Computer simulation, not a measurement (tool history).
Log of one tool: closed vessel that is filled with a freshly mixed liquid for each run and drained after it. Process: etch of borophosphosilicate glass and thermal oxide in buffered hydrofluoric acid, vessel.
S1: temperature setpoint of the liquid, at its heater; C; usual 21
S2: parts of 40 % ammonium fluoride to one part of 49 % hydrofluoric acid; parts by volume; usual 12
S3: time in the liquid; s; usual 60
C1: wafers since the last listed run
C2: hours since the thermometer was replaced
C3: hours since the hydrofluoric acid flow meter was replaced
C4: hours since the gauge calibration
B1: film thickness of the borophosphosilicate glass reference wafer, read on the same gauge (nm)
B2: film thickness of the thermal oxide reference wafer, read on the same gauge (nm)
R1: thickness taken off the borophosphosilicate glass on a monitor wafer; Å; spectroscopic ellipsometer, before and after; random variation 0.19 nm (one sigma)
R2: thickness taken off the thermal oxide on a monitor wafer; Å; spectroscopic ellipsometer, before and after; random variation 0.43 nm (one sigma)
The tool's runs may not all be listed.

run    hour    S1    S2  S3     C1     C2     C3     C4     B1      B2     R1     R2
  1       0    21    12  80      0  677.2  186.8   10.5  80.12  110.19  700.5  668.5
  2    53.7    21    12  80   6957  730.9  240.5   64.2  80.29  110.46  698.1  667.7
  3   125.5    21    12  80   9303  802.7  312.3    136  80.59  110.75  701.6  672.1
  4   174.9    21    12  60   6400  852.1  361.7  185.4  80.68  110.92  525.5  503.2
  5   225.3    21    12  60   6530  902.5  412.1  235.8  80.87   111.2  528.9  506.3
      267.7  -- thermometer replaced
  6     269    21    14  70   5532    1.3  455.8  279.5     81  111.38  530.1  513.9
  7   324.1    21    12  60   7139   56.4  510.9  334.6  81.22  111.65  534.4  507.4
      363.3  -- hydrofluoric acid flow meter replaced
  8   389.1    21    12  60   8292  121.4   25.8  399.6  81.45  111.95  531.8  500.1
  9   451.2    21    12  60   8046  183.5   87.9  461.7  81.64  112.23  536.4    505
 10   528.2    21    12  75   9976  260.5  164.9  538.7  81.88  112.51  668.7  636.3
 11   583.5    21    15  60   7165  315.8  220.2    594     82  112.82  431.1  413.6
 12   677.8  22.5    12  60  12218  410.1  314.5  688.3  82.31  113.16  587.1  551.1
 13   737.3    21    12  60   7709  469.6    374  747.8  82.51  113.49    539  516.4
      759.4  -- gauge calibrated
 14   818.1  22.5  15.5  60  10469  550.4  454.8   58.7  80.03  110.02  443.7  425.5
      821.8  -- hydrofluoric acid flow meter replaced
 15   911.1    18   8.5  80  11920  643.4   89.3  151.7  80.31  110.44  802.3    771
 16     997    21  15.5  75  11130  729.3  175.2  237.6  80.58  110.78  512.4  485.1
 17  1055.3    19  16.5  30   7553  787.6  233.5  295.9  80.74   111.1  171.7  165.5
 18  1099.5  24.5    12  60   5726  831.8  277.7  340.1  80.94   111.3  640.7  613.8
 19  1163.6    21    12  30   8305  895.9  341.8  404.2  81.14   111.6  265.5    253
     1265.3  -- hydrofluoric acid flow meter replaced
       1316  -- thermometer replaced
 20  1351.6    21    12  60  24099   35.6   86.3  592.2  81.75  112.37  533.7    516
 21    1392    19    12  60   5234     76  126.7  632.6  81.88  112.51  479.8  453.2
 22  1487.8    17    12  45  12412  171.8  222.5  728.4  82.13  112.98  321.6  309.4
 23    1530    17    12  85   5467    214  264.7  770.6  82.26  113.12  613.2  578.6
 24  1571.2    21    12  60   5338  255.2  305.9  811.8  82.43  113.33  540.2  520.2
     1643.3  -- gauge calibrated
 25  1657.4    21    12  60  11168  341.4  392.1   14.1   79.8  109.73  523.4  499.7

The tool's hidden state at each run:
liquid hotter than its thermometer reads (K): 0 in every run
hydrofluoric acid flow above the setpoint (%): 0 in every run
H1: gauge reads high (%)
run      H1
  1     0.2
  2   0.415
  3   0.702
  4     0.9
  5     1.1
  6    1.28
  7     1.5
  8    1.76
  9       2
 10    2.31
 11    2.53
 12    2.91
 13    3.15
 14  0.0309
 15   0.403
 16   0.746
 17    0.98
 18    1.16
 19    1.41
 20    2.16
 21    2.33
 22    2.71
 23    2.88
 24    3.04
 25  -0.258
